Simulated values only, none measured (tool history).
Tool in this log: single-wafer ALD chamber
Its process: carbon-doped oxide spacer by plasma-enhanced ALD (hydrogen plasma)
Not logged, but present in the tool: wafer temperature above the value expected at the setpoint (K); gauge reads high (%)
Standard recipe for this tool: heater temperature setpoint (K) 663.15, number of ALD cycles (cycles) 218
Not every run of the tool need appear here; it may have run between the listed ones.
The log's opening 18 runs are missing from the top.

| run | day | heater temperature setpoint (K) | number of ALD cycles (cycles) | wafers since the last listed run | hours since the last thermocouple change | hours since the gauge calibration | read-back reference wafer on the same gauge, thickness_nm | mean film thickness on the monitor wafer (angstrom) |
|---|---|---|---|---|---|---|---|---|
| 19 | 23.992 | 671.15 | 207 | 23 | 1765.4 | 38.2 | 12.313 | 105.20 |
| 20 | 24.546 | 672.15 | 197 | 15 | 1778.7 | 51.5 | 12.312 | 100.32 |
| 21 | 25.392 | 672.15 | 197 | 23 | 1799.0 | 71.8 | 12.305 | 100.13 |
| 22 | 26.171 | 672.15 | 197 | 21 | 1817.7 | 90.5 | 12.317 | 100.16 |
| 23 | 27.096 | 663.15 | 218 | 25 | 1839.9 | 112.7 | 12.308 | 110.12 |
|  | 28.104 | thermocouple changed; heater temperature recalibrated |
| 24 | 28.125 | 652.15 | 218 | 19 | 0.5 | 137.4 | 12.314 | 110.85 |
| 25 | 29.367 | 663.15 | 218 | 34 | 30.3 | 167.2 | 12.308 | 110.75 |
| 26 | 30.633 | 674.15 | 201 | 35 | 60.7 | 197.6 | 12.312 | 101.20 |
| 27 | 31.304 | 668.15 | 240 | 18 | 76.8 | 213.7 | 12.316 | 121.88 |
| 28 | 31.817 | 663.15 | 218 | 14 | 89.1 | 226.0 | 12.317 | 110.38 |
| 29 | 32.471 | 650.15 | 181 | 18 | 104.8 | 241.7 | 12.313 | 91.89 |
| 30 | 33.808 | 663.15 | 218 | 37 | 136.9 | 273.8 | 12.320 | 110.68 |
| 31 | 35.271 | 657.15 | 183 | 40 | 172.0 | 308.9 | 12.323 | 93.11 |
| 32 | 36.004 | 655.15 | 178 | 20 | 189.6 | 326.5 | 12.320 | 90.28 |
| 33 | 37.267 | 663.15 | 203 | 35 | 219.9 | 356.8 | 12.323 | 103.08 |
| 34 | 38.667 | 663.15 | 218 | 39 | 253.5 | 390.4 | 12.331 | 111.08 |
| 35 | 39.742 | 663.15 | 218 | 29 | 279.3 | 416.2 | 12.331 | 111.02 |
| 36 | 41.146 | 657.15 | 183 | 39 | 313.0 | 449.9 | 12.330 | 93.18 |
| 37 | 42.333 | 657.15 | 183 | 33 | 341.5 | 478.4 | 12.339 | 93.12 |
| 38 | 43.404 | 654.15 | 185 | 29 | 367.2 | 504.1 | 12.338 | 94.09 |
| 39 | 44.688 | 653.15 | 190 | 35 | 398.0 | 534.9 | 12.346 | 96.90 |
| 40 | 45.283 | 651.15 | 231 | 16 | 412.3 | 549.2 | 12.349 | 118.04 |
| 41 | 45.983 | 676.15 | 233 | 19 | 429.1 | 566.0 | 12.354 | 117.26 |
| 42 | 47.246 | 652.15 | 191 | 35 | 459.4 | 596.3 | 12.352 | 97.19 |

Run 43 has not been measured yet. What should we expect?
| 43 | 48.067 | 677.15 | 218 | 22 | 479.1 | 616.0 | ? | ? |

{"run 43": {"read-back reference wafer on the same gauge, thickness_nm": 12.36, "mean film thickness on the monitor wafer (angstrom)": 109.19}}
Take away the tool's hidden state, keep the run-to-run variation as it was, and the same run would have given mean film thickness on the monitor wafer (angstrom) 108.70.
